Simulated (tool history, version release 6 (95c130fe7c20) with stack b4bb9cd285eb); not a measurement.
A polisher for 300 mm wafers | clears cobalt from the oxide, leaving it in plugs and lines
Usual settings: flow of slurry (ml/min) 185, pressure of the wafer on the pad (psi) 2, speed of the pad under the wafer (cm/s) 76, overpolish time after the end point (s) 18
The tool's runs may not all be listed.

run    hour  flow of slurry (ml/min)  pressure of the wafer on the pad (psi)  speed of the pad under the wafer (cm/s)  overpolish time after the end point (s)  wafers since the last listed run  wafers polished on this pad  hours since the slurry nozzle was cleaned  hours since the head pressure was calibrated  incoming thickness of the incoming film, nm  time until the end point was called (s)
  1       0                      185                                       2                                       76                                       18                                 0                          528                                      233.4                                           245                                        189.1                                     48.8
  2     104                      150                                     2.3                                       76                                       18                               765                         1293                                      337.4                                           349                                        191.2                                       47
  3     204                      185                                       2                                       76                                       18                               735                         2029                                      437.4                                           449                                        191.4                                     51.2
      273.7  -- slurry nozzle cleaned
      470.1  -- worn pad replaced by a new one
      478.6  -- head pressure recalibrated
  4   526.4                      185                                       2                                       76                                       18                              2320                          399                                      252.7                                          47.8                                        189.6                                     48.9
  5   633.7                      185                                       2                                       76                                       18                               789                         1189                                        360                                         155.1                                        190.5                                     50.9
  6   709.3                      185                                       2                                       76                                       18                               556                         1745                                      435.6                                         230.7                                        188.3                                     50.5
  7   806.1                      185                                       2                                       76                                       18                               712                         2457                                      532.4                                         327.5                                          188                                     51.7
      825.8  -- slurry nozzle cleaned
  8   868.1                      185                                       2                                       76                                       18                               448                         2906                                       42.3                                         389.5                                        191.1                                     51.1
  9   947.3                      185                                       2                                       76                                       18                               582                         3489                                      121.5                                         468.7                                        192.3                                     54.5
      994.9  -- worn pad replaced by a new one
 10  1015.8                      185                                       2                                       76                                       18                               474                          153                                        190                                         537.2                                        187.5                                     48.1
 11  1062.2                      185                                       2                                       76                                       18                               341                          494                                      236.4                                         583.6                                        193.4                                     50.3
 12  1127.3                      185                                       2                                       76                                       18                               478                          973                                      301.5                                         648.7                                        186.6                                     49.4
 13  1169.7                      185                                       2                                       76                                       18                               311                         1285                                      343.9                                         691.1                                        188.9                                     49.7
     1208.4  -- head pressure recalibrated
 14  1276.7                      185                                       2                                       76                                       18                               772                         2058                                      450.9                                          68.3                                        186.8                                     50.8
     1319.4  -- slurry nozzle cleaned
 15  1380.7                      185                                       2                                       76                                       18                               757                         2816                                       61.3                                         172.3                                        191.1                                     51.7
 16  1477.8                      185                                       2                                       76                                       18                               714                         3530                                      158.4                                         269.4                                        189.7                                     53.5
 17  1562.8                      185                                     1.8                                       76                                       24                               625                         4155                                      243.4                                         354.4                                        190.7                                     60.2
     1568.6  -- worn pad replaced by a new one
 18  1632.8                      185                                     1.6                                       76                                       18                               485                          472                                      313.4                                         424.4                                        191.3                                     56.5
 19  1706.2                      185                                       2                                       76                                       18                               540                         1012                                      386.8                                         497.8                                        188.1                                     49.4
 20  1750.2                      155                                       2                                       58                                       18                               323                         1336                                      430.8                                         541.8                                        190.8                                     66.9
       1821  -- slurry nozzle cleaned
 21  1844.2                      185                                       2                                       76                                       18                               684                         2020                                       23.2                                         635.8                                        190.1                                     49.1
 22  1923.1                      185                                       2                                       64                                       18                               580                         2600                                      102.1                                         714.7                                        191.7                                     60.7
 23  1996.8                      185                                       2                                       76                                       18                               542                         3143                                      175.8                                         788.4                                        186.4                                     50.9
     2039.7  -- worn pad replaced by a new one
       2079  -- head pressure recalibrated
 24  2079.5                      225                                     2.4                                       84                                       18                               564                          278                                      258.5                                           0.5                                        189.1                                     38.8
 25  2136.7                      185                                       2                                       58                                       18                               420                          699                                      315.7                                          57.7                                        190.1                                     65.1
 26  2178.5                      245                                     1.7                                       76                                       11                               307                         1006                                      357.5                                          99.5                                        190.5                                     53.3
 27  2254.5                      220                                       2                                      102                                       21                               559                         1565                                      433.5                                         175.5                                        193.7                                     37.8
 28  2307.5                      185                                       2                                       76                                       18                               389                         1955                                      486.5                                         228.5                                        187.9                                     51.2
     2323.1  -- slurry nozzle cleaned
 29  2394.5                      205                                       2                                       76                                       18                               632                         2588                                       71.4                                         315.5                                        191.5                                     50.9
 30  2492.9                      150                                       2                                       98                                        9                               723                         3312                                      169.8                                         413.9                                          192                                     43.2
     2497.1  -- worn pad replaced by a new one
 31  2566.6                      240                                     1.5                                       62                                       22                               512                          511                                      243.5                                         487.6                                        192.4                                     69.2
 32  2626.9                      225                                     2.6                                       76                                       18                               443                          954                                      303.8                                         547.9                                        190.7                                     42.1
 33  2680.6                      185                                       2                                       94                                        8                               395                         1349                                      357.5                                         601.6                                        189.5                                     41.2

Some steps in time until the end point was called (s) between neighbouring runs. How much of each would the tool show without its hidden state too (settings, what came in, random variation), and how much is left for the hidden state, with any gauge scatter that isn't in both results?
The hidden state here: removal rate lost through wear of the pad, %; slurry flow missing at the pad, %; deviation of the head's pressure from its setpoint, %.
Run 9 -> 10: worn pad replaced by a new one. time until the end point was called (s) -6.4: hidden state -4.7, all else -1.7.
Run 17 -> 18: pressure of the wafer on the pad (psi) 1.8 -> 1.6, overpolish time after the end point (s) 24 -> 18, worn pad replaced by a new one. time until the end point was called (s) -3.7: hidden state -7.4, all else +3.7.
Run 23 -> 24: flow of slurry (ml/min) 185 -> 225, pressure of the wafer on the pad (psi) 2 -> 2.4, speed of the pad under the wafer (cm/s) 76 -> 84, worn pad replaced by a new one, head pressure recalibrated. time until the end point was called (s) -12.1: hidden state -3.5, all else -8.6.
Run 24 -> 25: flow of slurry (ml/min) 225 -> 185, pressure of the wafer on the pad (psi) 2.4 -> 2, speed of the pad under the wafer (cm/s) 84 -> 58. time until the end point was called (s) +26.3: hidden state +1.9, all else +24.4.
Run 30 -> 31: flow of slurry (ml/min) 150 -> 240, pressure of the wafer on the pad (psi) 2 -> 1.5, speed of the pad under the wafer (cm/s) 98 -> 62, overpolish time after the end point (s) 9 -> 22, worn pad replaced by a new one. time until the end point was called (s) +26: hidden state -1.8, all else +27.8.
Run 31 -> 32: flow of slurry (ml/min) 240 -> 225, pressure of the wafer on the pad (psi) 1.5 -> 2.6, speed of the pad under the wafer (cm/s) 62 -> 76, overpolish time after the end point (s) 22 -> 18. time until the end point was called (s) -27.1: hidden state -0.9, all else -26.2.
